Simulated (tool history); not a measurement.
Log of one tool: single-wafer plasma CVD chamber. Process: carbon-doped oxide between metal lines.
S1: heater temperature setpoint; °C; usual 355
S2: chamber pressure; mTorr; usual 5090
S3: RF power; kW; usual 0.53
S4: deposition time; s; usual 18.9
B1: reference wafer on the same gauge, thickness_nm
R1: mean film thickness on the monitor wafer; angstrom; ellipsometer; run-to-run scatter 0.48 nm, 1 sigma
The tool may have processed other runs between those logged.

run 1 day=0 | S1=355 S2=5090 S3=0.53 S4=18.9 | B1=99.253 | R1=928.63
run 2 day=1.888 | S1=355 S2=5090 S3=0.53 S4=18.9 | B1=99.255 | R1=919.77
run 3 day=3.567 | S1=355 S2=4300 S3=0.53 S4=18.9 | B1=99.324 | R1=903.03
run 4 day=5.679 | S1=355 S2=4300 S3=0.53 S4=18.9 | B1=99.337 | R1=908.64
run 5 day=6.717 | S1=355 S2=4300 S3=0.53 S4=18.9 | B1=99.314 | R1=908.44
run 6 day=7.717 | S1=355 S2=5090 S3=0.53 S4=18.9 | B1=99.32 | R1=924.01
run 7 day=8.854 | S1=355 S2=5090 S3=0.53 S4=18.9 | B1=99.41 | R1=921.96
-- day=10.304 RF generator calibrated
run 8 day=10.992 | S1=355 S2=5090 S3=0.53 S4=18.9 | B1=99.279 | R1=984.59
run 9 day=13.171 | S1=355 S2=4540 S3=0.53 S4=18.9 | B1=99.214 | R1=963.85
-- day=13.542 showerhead replaced
run 10 day=16.05 | S1=355 S2=5350 S3=0.53 S4=18.9 | B1=99.229 | R1=963.92
run 11 day=17.471 | S1=355 S2=5350 S3=0.53 S4=18.9 | B1=99.246 | R1=966.38
-- day=19.846 gauge calibrated
run 12 day=20.242 | S1=360 S2=5090 S3=0.495 S4=18.9 | B1=99.408 | R1=906.84
run 13 day=21.679 | S1=355 S2=5090 S3=0.53 S4=17.9 | B1=99.271 | R1=908.38
run 14 day=23.471 | S1=355 S2=5090 S3=0.53 S4=18.9 | B1=99.265 | R1=953.43
run 15 day=26.121 | S1=355 S2=5090 S3=0.53 S4=18.9 | B1=99.349 | R1=944.63
-- day=26.521 thermocouple changed; heater temperature recalibrated
run 16 day=27.162 | S1=365 S2=3900 S3=0.53 S4=21.9 | B1=99.528 | R1=1044.2
run 17 day=29.446 | S1=347 S2=6250 S3=0.63 S4=18.9 | B1=99.369 | R1=1113.95
run 18 day=30.608 | S1=355 S2=5090 S3=0.53 S4=18.9 | B1=99.36 | R1=943.59
run 19 day=33.204 | S1=366 S2=4320 S3=0.53 S4=18.9 | B1=99.224 | R1=902.9
run 20 day=35.875 | S1=343 S2=5090 S3=0.53 S4=18.9 | B1=99.4 | R1=969.42
-- day=40.754 capacitance manometer re-zeroed and calibrated
run 21 day=42.775 | S1=355 S2=5930 S3=0.46 S4=18.9 | B1=99.097 | R1=854.81
run 22 day=45.333 | S1=366 S2=4000 S3=0.615 S4=20.2 | B1=99.499 | R1=1051.67
run 23 day=48.112 | S1=344 S2=5090 S3=0.53 S4=21.5 | B1=99.435 | R1=1090.9
run 24 day=50.846 | S1=355 S2=4060 S3=0.43 S4=22.5 | B1=99.381 | R1=917.23
run 25 day=52.804 | S1=346 S2=5090 S3=0.49 S4=18.9 | B1=99.425 | R1=902.9
run 26 day=54.296 | S1=362 S2=6310 S3=0.58 S4=20.6 | B1=99.299 | R1=1078.34
run 27 day=55.525 | S1=342 S2=5090 S3=0.49 S4=18.9 | B1=99.417 | R1=909.17
run 28 day=57.371 | S1=355 S2=3950 S3=0.435 S4=18.9 | B1=99.498 | R1=775.25
run 29 day=58.883 | S1=344 S2=5090 S3=0.53 S4=15.9 | B1=99.385 | R1=806.42

Each row is a separate what-if for the run after 29, all from the same tool condition, not one after another. Results?
run A day=58.9 | S1=355 S2=6120 S3=0.53 S4=18.9 | B1=? | R1=?
run B day=58.9 | S1=370 S2=4060 S3=0.5 S4=22.7 | B1=? | R1=?
run C day=58.9 | S1=369 S2=5090 S3=0.53 S4=18.9 | B1=? | R1=?

run=A B1=99.25 R1=946.08
run=B B1=99.25 R1=1007.74
run=C B1=99.25 R1=900.34
Stripped of hidden state, with their random variation kept, the same runs would have yielded:
run=A R1=996.21
run=B R1=1061.89
run=C R1=948.04
